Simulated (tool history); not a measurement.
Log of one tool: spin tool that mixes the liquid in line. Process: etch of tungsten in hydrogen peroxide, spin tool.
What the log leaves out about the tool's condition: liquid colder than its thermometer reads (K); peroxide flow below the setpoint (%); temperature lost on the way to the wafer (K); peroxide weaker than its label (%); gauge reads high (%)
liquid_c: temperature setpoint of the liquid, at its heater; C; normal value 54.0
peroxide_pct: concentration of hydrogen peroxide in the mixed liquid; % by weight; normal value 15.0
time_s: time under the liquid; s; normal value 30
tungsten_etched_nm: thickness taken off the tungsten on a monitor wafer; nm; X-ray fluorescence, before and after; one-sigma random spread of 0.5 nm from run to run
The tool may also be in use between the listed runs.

run,hour,liquid_c,peroxide_pct,time_s,wafers since the last listed run,hours since the thermometer was replaced,hours since the peroxide flow meter was replaced,hours since the heated supply line was repaired,hours since the drum of peroxide was connected,hours since the gauge calibration,"read-back film thickness of the tungsten reference wafer, read on the same gauge (nm)",tungsten_etched_nm
1,0.0,54.0,12.0,30,0,1848.4,2578.6,1440.3,585.1,133.6,149.98,46.07
2,9.4,54.0,12.0,30,110,1857.8,2588.0,1449.7,594.5,143.0,149.99,45.79
3,21.9,54.0,12.0,30,147,1870.3,2600.5,1462.2,607.0,155.5,150.00,46.00
4,30.1,54.0,15.0,30,96,1878.5,2608.7,1470.4,615.2,163.7,150.00,51.09
5,41.9,54.0,15.0,30,139,1890.3,2620.5,1482.2,627.0,175.5,150.01,50.68
6,58.2,54.0,15.0,30,192,1906.6,2636.8,1498.5,643.3,191.8,150.00,50.87
7,71.9,57.5,15.0,30,161,1920.3,2650.5,1512.2,657.0,205.5,150.03,62.18
8,82.6,57.5,15.0,30,126,1931.0,2661.2,1522.9,667.7,216.2,150.00,62.19
9,98.5,54.0,15.0,30,187,1946.9,2677.1,1538.8,683.6,232.1,149.99,50.24
# hour 104.8: heated supply line repaired
# hour 135.9: peroxide flow meter replaced
10,140.7,54.0,15.0,30,474,1989.1,4.8,35.9,725.8,274.3,149.98,65.81
11,151.4,45.0,18.0,35,126,1999.8,15.5,46.6,736.5,285.0,149.99,49.20
# hour 167.6: thermometer replaced
12,180.3,54.0,15.0,30,329,12.7,44.4,75.5,765.4,313.9,150.01,66.83
# hour 182.6: new drum of peroxide connected
13,194.5,59.5,12.0,50,155,26.9,58.6,89.7,11.9,328.1,150.00,135.66
14,207.6,54.0,15.0,30,154,40.0,71.7,102.8,25.0,341.2,150.00,65.58
15,222.9,54.0,15.0,30,180,55.3,87.0,118.1,40.3,356.5,149.99,65.78
# hour 224.2: gauge calibrated
16,237.2,60.5,15.0,20,168,69.6,101.3,132.4,54.6,13.0,149.99,63.97
17,243.9,54.0,17.5,35,79,76.3,108.0,139.1,61.3,19.7,149.99,81.62
18,258.0,54.0,18.0,30,166,90.4,122.1,153.2,75.4,33.8,150.01,70.96
19,269.8,54.0,15.0,30,139,102.2,133.9,165.0,87.2,45.6,150.03,64.79
20,284.3,59.0,12.0,15,171,116.7,148.4,179.5,101.7,60.1,149.99,38.75

Run 21 is up next; what results do you expect?
21,297.5,50.0,18.5,50,155,129.9,161.6,192.7,114.9,73.3,?,?

{"run 21": {"read-back film thickness of the tungsten reference wafer, read on the same gauge (nm)": 150.0, "tungsten_etched_nm": 94.37}}
Were there no unlogged condition in the tool, this run, its random variation unchanged, would have produced tungsten_etched_nm 97.90 nm.
